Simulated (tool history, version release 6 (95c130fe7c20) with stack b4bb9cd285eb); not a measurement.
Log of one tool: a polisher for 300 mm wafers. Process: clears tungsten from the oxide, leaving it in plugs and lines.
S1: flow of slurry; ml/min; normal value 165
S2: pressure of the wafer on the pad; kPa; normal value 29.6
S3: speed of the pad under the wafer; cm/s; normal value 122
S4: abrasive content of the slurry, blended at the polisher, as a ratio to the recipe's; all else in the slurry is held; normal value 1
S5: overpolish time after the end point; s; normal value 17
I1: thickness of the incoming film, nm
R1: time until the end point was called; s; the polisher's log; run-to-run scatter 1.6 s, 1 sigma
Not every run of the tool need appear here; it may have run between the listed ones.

run 1 day=0 | S1=165 S2=29.6 S3=122 S4=1 S5=17 | I1=551.9 | R1=93.5
-- day=0.942 slurry nozzle cleaned
run 2 day=2.312 | S1=165 S2=29.6 S3=122 S4=1 S5=17 | I1=565.5 | R1=96.5
run 3 day=3.55 | S1=165 S2=29.6 S3=122 S4=1 S5=17 | I1=558.4 | R1=93.5
run 4 day=6.088 | S1=165 S2=35.2 S3=122 S4=1 S5=21 | I1=554.1 | R1=81.7
run 5 day=7.554 | S1=165 S2=35.2 S3=122 S4=1 S5=21 | I1=561.5 | R1=79.9
-- day=9.075 slurry tank refilled with fresh slurry and peroxide
run 6 day=10.038 | S1=165 S2=35.2 S3=122 S4=1 S5=21 | I1=561.6 | R1=80.5
-- day=16.7 worn pad replaced by a new one
run 7 day=16.954 | S1=165 S2=29.6 S3=122 S4=1 S5=17 | I1=553.3 | R1=94.1
-- day=17.825 slurry blender recalibrated
run 8 day=19.742 | S1=165 S2=29.6 S3=122 S4=1 S5=17 | I1=553.3 | R1=94.2
run 9 day=21.888 | S1=215 S2=39.3 S3=148 S4=1 S5=17 | I1=558.5 | R1=56
run 10 day=23.671 | S1=165 S2=29.6 S3=122 S4=1 S5=17 | I1=554.5 | R1=95.2
-- day=24.383 head pressure recalibrated
-- day=25.058 slurry nozzle cleaned
run 11 day=25.888 | S1=165 S2=29.6 S3=140 S4=1 S5=17 | I1=560.6 | R1=83.2
-- day=28.571 slurry tank refilled with fresh slurry and peroxide
run 12 day=33.912 | S1=165 S2=29.6 S3=148 S4=1 S5=17 | I1=560.8 | R1=78.4
run 13 day=35.196 | S1=165 S2=25.5 S3=84 S4=1 S5=17 | I1=557.5 | R1=161.8
-- day=36.042 slurry blender recalibrated
-- day=36.821 worn pad replaced by a new one
run 14 day=43.312 | S1=180 S2=29.6 S3=122 S4=0.85 S5=21 | I1=548.5 | R1=94.9
run 15 day=45.417 | S1=185 S2=25.5 S3=142 S4=0.8 S5=17 | I1=555.1 | R1=94.8
-- day=46.008 slurry nozzle cleaned
-- day=46.321 slurry tank refilled with fresh slurry and peroxide
run 16 day=48.058 | S1=225 S2=22.1 S3=122 S4=1 S5=17 | I1=566.1 | R1=126.3
-- day=48.596 head pressure recalibrated
run 17 day=50.588 | S1=165 S2=29.6 S3=122 S4=1 S5=17 | I1=554 | R1=94.1
run 18 day=52.517 | S1=225 S2=29.6 S3=144 S4=1 S5=7 | I1=556.9 | R1=76
-- day=55.521 worn pad replaced by a new one
run 19 day=55.796 | S1=120 S2=24.8 S3=122 S4=0.75 S5=9 | I1=552.9 | R1=122.7
-- day=57.692 slurry blender recalibrated
run 20 day=58.329 | S1=180 S2=29.6 S3=122 S4=1 S5=17 | I1=551.3 | R1=93.1
run 21 day=61.246 | S1=145 S2=29.6 S3=122 S4=1.2 S5=17 | I1=554.6 | R1=92.9
run 22 day=62.592 | S1=140 S2=29.6 S3=122 S4=1 S5=25 | I1=552.6 | R1=94.9
run 23 day=64.254 | S1=215 S2=29.6 S3=122 S4=1 S5=12 | I1=556.3 | R1=87.9

Forecast run 24:
-- day=66.338 slurry nozzle cleaned
run 24 day=66.475 | S1=185 S2=22.8 S3=122 S4=1 S5=17 | I1=567.5 | R1=?

{"run 24": {"R1": 124.6}}
With no hidden state in the tool, this same run would have given R1 124.6 s.
